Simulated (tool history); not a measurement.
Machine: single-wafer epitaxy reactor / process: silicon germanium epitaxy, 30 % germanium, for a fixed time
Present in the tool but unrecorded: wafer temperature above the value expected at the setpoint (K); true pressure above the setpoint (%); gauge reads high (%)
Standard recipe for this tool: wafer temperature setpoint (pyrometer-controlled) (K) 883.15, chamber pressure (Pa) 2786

run,hour,wafer temperature setpoint (pyrometer-controlled) (K),chamber pressure (Pa),wafers since the last listed run,hours since the last pyrometer calibration,hours since the last manometer calibration,hours since the showerhead was replaced,hours since the gauge calibration,"read-back reference wafer on the same gauge, thickness_nm",mean film thickness on the monitor wafer (nm)
1,0,883.15,2786,0,1202.8,421.1,4954,958.9,71.43,72.651
2,65.5,883.15,2786,1168,1268.3,486.6,5019.5,1024.4,71.398,72.888
3,152.7,883.15,2786,1555,1355.5,573.8,5106.7,1111.6,71.319,73.061
4,246.6,873.15,2786,1674,1449.4,667.7,5200.6,1205.5,71.365,60.499
5,420.7,873.15,2786,3105,1623.5,841.8,5374.7,1379.6,71.413,60.643
6,500.8,886.15,2786,1428,1703.6,921.9,5454.8,1459.7,71.33,77.203
7,547.5,886.15,2786,832,1750.3,968.6,5501.5,1506.4,71.362,77.603
8,594.8,886.15,2786,843,1797.6,1015.9,5548.8,1553.7,71.383,76.956
9,692.9,883.15,2786,1749,1895.7,1114,5646.9,1651.8,71.466,73.025
10,787.1,883.15,2786,1680,1989.9,1208.2,5741.1,1746,71.43,72.605
11,838.3,883.15,2786,913,2041.1,1259.4,5792.3,1797.2,71.316,72.209
# hour 871: showerhead replaced
12,928.7,889.15,2786,1469,2131.5,1349.8,57.7,1887.6,71.308,81.071
13,970.9,883.15,2506,752,2173.7,1392,99.9,1929.8,71.361,70.207
14,1011.1,883.15,2506,717,2213.9,1432.2,140.1,1970,71.243,70.267
# hour 1019.5: capacitance manometer re-zeroed and calibrated
15,1108.9,883.15,2506,1601,2311.7,89.4,237.9,2067.8,71.387,70.637
16,1203.9,883.15,2933,1694,2406.7,184.4,332.9,2162.8,71.479,74.825
# hour 1275.7: gauge calibrated
17,1306.4,883.15,3466,1828,2509.2,286.9,435.4,30.7,71.431,78.537
18,1629.9,883.15,2786,5770,2832.7,610.4,758.9,354.2,71.441,73.101
19,1734.9,887.15,2280,1872,2937.7,715.4,863.9,459.2,71.418,72.675
20,1828.9,893.15,3453,1676,3031.7,809.4,957.9,553.2,71.409,94.198
# hour 1869.5: pyrometer calibrated
21,1901.9,892.15,2293,1159,32.4,882.4,1030.9,626.2,71.455,79.635
22,1953.5,890.15,2786,920,84,934,1082.5,677.8,71.381,82.613
23,2026.8,879.15,2133,1307,157.3,1007.3,1155.8,751.1,71.388,61.854
24,2134.6,883.15,2786,1922,265.1,1115.1,1263.6,858.9,71.435,72.863
25,2190.5,883.15,2520,997,321,1171,1319.5,914.8,71.443,70.494
26,2275,883.15,2413,1507,405.5,1255.5,1404,999.3,71.38,69.949
27,2359.1,883.15,2786,1500,489.6,1339.6,1488.1,1083.4,71.361,73.483
28,2445.5,893.15,3213,1541,576,1426,1574.5,1169.8,71.473,91.484
29,2513.1,888.15,2786,1205,643.6,1493.6,1642.1,1237.4,71.557,79.446
30,2555.5,874.15,3013,756,686,1536,1684.5,1279.8,71.351,62.823
# hour 2652: capacitance manometer re-zeroed and calibrated
31,2652.5,874.15,2213,1587,783,0.5,1781.5,1376.8,71.378,57.087
32,2722.8,883.15,2786,1253,853.3,70.8,1851.8,1447.1,71.373,72.871
33,2822.4,883.15,3266,1776,952.9,170.4,1951.4,1546.7,71.406,77.503
34,2882.2,883.15,2786,1066,1012.7,230.2,2011.2,1606.5,71.389,72.128
35,2941.6,875.15,3453,1059,1072.1,289.6,2070.6,1665.9,71.409,67.847

Across each entry between runs, compare the hidden state at the last listed run before it with the hidden state at the first listed run after it:
Logged between run 11 and run 12: showerhead replaced (hour 871)
  the hidden state is the same at both runs
Logged between run 14 and run 15: capacitance manometer re-zeroed and calibrated (hour 1019.5)
  the hidden state is the same at both runs
Logged between run 16 and run 17: gauge calibrated (hour 1275.7)
  the hidden state is the same at both runs
Logged between run 20 and run 21: pyrometer calibrated (hour 1869.5)
  the hidden state is the same at both runs
Logged between run 30 and run 31: capacitance manometer re-zeroed and calibrated (hour 2652)
  the hidden state is the same at both runs

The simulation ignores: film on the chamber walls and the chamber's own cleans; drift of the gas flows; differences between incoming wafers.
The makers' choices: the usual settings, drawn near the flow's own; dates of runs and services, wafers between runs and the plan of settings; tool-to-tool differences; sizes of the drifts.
